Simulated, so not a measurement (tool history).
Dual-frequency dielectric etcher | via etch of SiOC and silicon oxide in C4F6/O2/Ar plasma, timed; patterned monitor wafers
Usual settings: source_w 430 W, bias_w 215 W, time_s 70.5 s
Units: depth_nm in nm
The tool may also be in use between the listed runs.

run,day,source_w,bias_w,time_s,"read-back reference wafer on the same gauge, depth_nm",depth_nm
1,0.000,390,215,70.5,70.4,73.3
# day 1.338: wet clean of the chamber
2,1.371,430,189,70.5,70.5,79.3
3,4.358,430,215,70.5,70.5,81.3
4,5.488,430,215,70.5,70.5,81.3
5,8.846,430,215,70.5,70.5,81.2
6,9.721,430,181,70.5,70.5,77.3
7,10.608,430,181,70.5,70.5,76.4
# day 11.117: source power generator calibrated
# day 13.892: upper electrode replaced
8,14.825,430,215,70.5,70.4,79.5
9,15.750,430,215,70.5,70.5,78.7
10,16.642,430,215,70.5,70.5,78.0
# day 17.300: bias power generator calibrated
11,17.425,400,215,70.5,70.6,75.9
# day 18.738: wet clean of the chamber
12,18.758,400,215,70.5,70.4,79.8
13,19.358,430,215,58.0,70.4,66.5
14,20.096,430,215,58.0,70.5,67.2
15,20.958,490,256,70.5,70.5,91.2
16,21.483,520,268,55.0,70.3,73.9
17,21.983,400,177,53.0,70.5,56.3
18,23.362,480,215,56.5,70.6,69.1
# day 23.538: gauge calibrated
19,24.412,320,235,60.5,70.4,59.9
20,25.079,430,215,70.5,70.5,79.8
21,26.346,340,215,76.5,70.5,76.8
22,27.804,430,233,58.5,70.4,67.9
23,29.267,430,215,70.5,70.4,79.1
24,29.904,430,215,63.5,70.5,71.9
25,30.900,430,215,70.5,70.5,80.4
26,32.183,430,215,70.5,70.5,79.1
27,33.296,340,242,55.5,70.4,56.2
28,34.133,360,215,70.5,70.4,71.4
29,35.154,460,215,70.5,70.4,80.9
30,36.296,430,249,70.5,70.4,80.8
31,37.717,460,215,85.5,70.5,97.1

The same runs without the tool's hidden state, with the same run-to-run variation:
The hidden state here: etch rate over this chamber's usual, %; source power that arrives over what is set, %; bias power that arrives over what is set, %; gauge reads high (%).
run,depth_nm
1,77.5
2,79.0
3,81.7
4,81.9
5,82.6
6,78.8
7,78.1
8,82.2
9,81.6
10,81.1
11,79.1
12,79.5
13,66.3
14,67.2
15,91.4
16,74.2
17,56.6
18,69.7
19,60.6
20,80.9
21,78.1
22,69.3
23,81.2
24,73.9
25,82.9
26,81.8
27,58.3
28,74.3
29,84.4
30,84.6
31,102.0

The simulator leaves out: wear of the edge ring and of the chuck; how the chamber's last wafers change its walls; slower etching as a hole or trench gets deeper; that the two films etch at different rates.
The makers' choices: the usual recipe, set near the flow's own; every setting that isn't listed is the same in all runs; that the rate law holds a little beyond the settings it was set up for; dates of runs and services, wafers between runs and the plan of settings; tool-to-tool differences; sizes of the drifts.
